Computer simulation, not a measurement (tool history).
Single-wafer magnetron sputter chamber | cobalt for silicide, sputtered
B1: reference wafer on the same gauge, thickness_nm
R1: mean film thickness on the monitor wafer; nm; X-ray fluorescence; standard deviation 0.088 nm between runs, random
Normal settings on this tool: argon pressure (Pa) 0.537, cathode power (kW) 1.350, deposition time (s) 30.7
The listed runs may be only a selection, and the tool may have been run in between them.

{"run": 1, "hour": 0.0, "argon pressure (Pa)": 0.537, "cathode power (kW)": 1.35, "deposition time (s)": 30.7, "B1": 20.905, "R1": 18.186}
{"run": 2, "hour": 16.1, "argon pressure (Pa)": 0.537, "cathode power (kW)": 1.35, "deposition time (s)": 30.7, "B1": 20.898, "R1": 18.41}
{"run": 3, "hour": 42.9, "argon pressure (Pa)": 0.537, "cathode power (kW)": 1.35, "deposition time (s)": 30.7, "B1": 20.896, "R1": 18.436}
{"run": 4, "hour": 57.6, "argon pressure (Pa)": 0.537, "cathode power (kW)": 1.35, "deposition time (s)": 30.7, "B1": 20.893, "R1": 18.424}
{"run": 5, "hour": 79.4, "argon pressure (Pa)": 0.537, "cathode power (kW)": 1.35, "deposition time (s)": 34.5, "B1": 20.883, "R1": 20.48}
{"run": 6, "hour": 91.4, "argon pressure (Pa)": 0.537, "cathode power (kW)": 1.35, "deposition time (s)": 34.5, "B1": 20.901, "R1": 20.683}
{"run": 7, "hour": 109.2, "argon pressure (Pa)": 0.537, "cathode power (kW)": 1.35, "deposition time (s)": 34.5, "B1": 20.91, "R1": 20.404}
{"run": 8, "hour": 138.6, "argon pressure (Pa)": 0.537, "cathode power (kW)": 1.35, "deposition time (s)": 34.7, "B1": 20.911, "R1": 20.576}
{"run": 9, "hour": 172.1, "argon pressure (Pa)": 0.537, "cathode power (kW)": 1.35, "deposition time (s)": 34.7, "B1": 20.868, "R1": 20.687}
{"hour": 181.0, "done": "sputter target and shields replaced"}
{"run": 10, "hour": 221.4, "argon pressure (Pa)": 0.537, "cathode power (kW)": 1.35, "deposition time (s)": 34.7, "B1": 20.895, "R1": 21.04}
{"run": 11, "hour": 249.3, "argon pressure (Pa)": 0.537, "cathode power (kW)": 1.1, "deposition time (s)": 30.7, "B1": 20.889, "R1": 15.002}
{"hour": 262.3, "done": "gauge calibrated"}
{"run": 12, "hour": 263.5, "argon pressure (Pa)": 0.451, "cathode power (kW)": 1.35, "deposition time (s)": 30.7, "B1": 20.885, "R1": 18.931}
{"run": 13, "hour": 294.5, "argon pressure (Pa)": 0.537, "cathode power (kW)": 1.35, "deposition time (s)": 36.2, "B1": 20.88, "R1": 21.725}
{"run": 14, "hour": 309.0, "argon pressure (Pa)": 0.324, "cathode power (kW)": 1.5, "deposition time (s)": 30.7, "B1": 20.901, "R1": 21.66}
{"run": 15, "hour": 322.2, "argon pressure (Pa)": 0.537, "cathode power (kW)": 1.35, "deposition time (s)": 35.7, "B1": 20.893, "R1": 21.359}
{"run": 16, "hour": 334.6, "argon pressure (Pa)": 0.737, "cathode power (kW)": 1.5, "deposition time (s)": 26.0, "B1": 20.91, "R1": 16.259}
{"run": 17, "hour": 383.5, "argon pressure (Pa)": 0.401, "cathode power (kW)": 1.5, "deposition time (s)": 25.3, "B1": 20.9, "R1": 17.276}
{"run": 18, "hour": 415.8, "argon pressure (Pa)": 0.537, "cathode power (kW)": 1.35, "deposition time (s)": 34.7, "B1": 20.881, "R1": 20.491}
{"run": 19, "hour": 431.4, "argon pressure (Pa)": 0.48, "cathode power (kW)": 1.35, "deposition time (s)": 30.7, "B1": 20.909, "R1": 18.533}
{"run": 20, "hour": 453.8, "argon pressure (Pa)": 0.537, "cathode power (kW)": 1.35, "deposition time (s)": 30.7, "B1": 20.902, "R1": 18.114}
{"run": 21, "hour": 469.2, "argon pressure (Pa)": 0.537, "cathode power (kW)": 1.35, "deposition time (s)": 30.7, "B1": 20.893, "R1": 18.119}
{"hour": 501.6, "done": "capacitance manometer re-zeroed and calibrated"}
{"run": 22, "hour": 504.0, "argon pressure (Pa)": 0.386, "cathode power (kW)": 1.35, "deposition time (s)": 25.5, "B1": 20.884, "R1": 15.692}
{"run": 23, "hour": 533.7, "argon pressure (Pa)": 0.37, "cathode power (kW)": 1.15, "deposition time (s)": 27.1, "B1": 20.922, "R1": 14.382}
{"run": 24, "hour": 558.6, "argon pressure (Pa)": 0.537, "cathode power (kW)": 1.6, "deposition time (s)": 30.7, "B1": 20.879, "R1": 21.459}
{"hour": 571.5, "done": "sputter target and shields replaced"}
{"run": 25, "hour": 572.0, "argon pressure (Pa)": 0.659, "cathode power (kW)": 1.5, "deposition time (s)": 36.3, "B1": 20.882, "R1": 24.194}
{"hour": 650.8, "done": "magnet pack replaced"}
{"run": 26, "hour": 677.8, "argon pressure (Pa)": 0.537, "cathode power (kW)": 1.35, "deposition time (s)": 34.7, "B1": 20.893, "R1": 20.903}
{"run": 27, "hour": 699.8, "argon pressure (Pa)": 0.537, "cathode power (kW)": 1.35, "deposition time (s)": 30.7, "B1": 20.899, "R1": 18.382}
{"run": 28, "hour": 733.8, "argon pressure (Pa)": 0.537, "cathode power (kW)": 1.65, "deposition time (s)": 30.7, "B1": 20.897, "R1": 22.505}
{"run": 29, "hour": 751.9, "argon pressure (Pa)": 0.537, "cathode power (kW)": 1.35, "deposition time (s)": 30.7, "B1": 20.926, "R1": 18.517}
{"run": 30, "hour": 784.2, "argon pressure (Pa)": 0.537, "cathode power (kW)": 1.35, "deposition time (s)": 28.7, "B1": 20.922, "R1": 17.21}
{"run": 31, "hour": 797.3, "argon pressure (Pa)": 0.366, "cathode power (kW)": 1.35, "deposition time (s)": 28.4, "B1": 20.872, "R1": 17.895}
{"run": 32, "hour": 823.7, "argon pressure (Pa)": 0.355, "cathode power (kW)": 1.35, "deposition time (s)": 33.2, "B1": 20.887, "R1": 20.877}
{"run": 33, "hour": 851.2, "argon pressure (Pa)": 0.537, "cathode power (kW)": 1.35, "deposition time (s)": 32.3, "B1": 20.905, "R1": 19.338}
{"run": 34, "hour": 870.8, "argon pressure (Pa)": 0.482, "cathode power (kW)": 1.55, "deposition time (s)": 36.7, "B1": 20.904, "R1": 25.645}
{"run": 35, "hour": 896.2, "argon pressure (Pa)": 0.658, "cathode power (kW)": 1.1, "deposition time (s)": 28.4, "B1": 20.881, "R1": 13.3}
{"run": 36, "hour": 914.8, "argon pressure (Pa)": 0.537, "cathode power (kW)": 1.35, "deposition time (s)": 30.7, "B1": 20.914, "R1": 18.353}

3 ways to go on from here, each from the tool as it stands after run 36. What would each give?
{"run": "A", "hour": 915.2, "argon pressure (Pa)": 0.697, "cathode power (kW)": 1.35, "deposition time (s)": 30.7, "B1": "?", "R1": "?"}
{"run": "B", "hour": 915.2, "argon pressure (Pa)": 0.537, "cathode power (kW)": 1.25, "deposition time (s)": 30.7, "B1": "?", "R1": "?"}
{"run": "C", "hour": 915.2, "argon pressure (Pa)": 0.537, "cathode power (kW)": 1.55, "deposition time (s)": 35.9, "B1": "?", "R1": "?"}

run=A B1=20.902 R1=17.380
run=B B1=20.902 R1=16.880
run=C B1=20.902 R1=24.477
What these runs would have given with no unlogged condition in the tool:
run=A R1=18.152
run=B R1=17.630
run=C R1=25.564

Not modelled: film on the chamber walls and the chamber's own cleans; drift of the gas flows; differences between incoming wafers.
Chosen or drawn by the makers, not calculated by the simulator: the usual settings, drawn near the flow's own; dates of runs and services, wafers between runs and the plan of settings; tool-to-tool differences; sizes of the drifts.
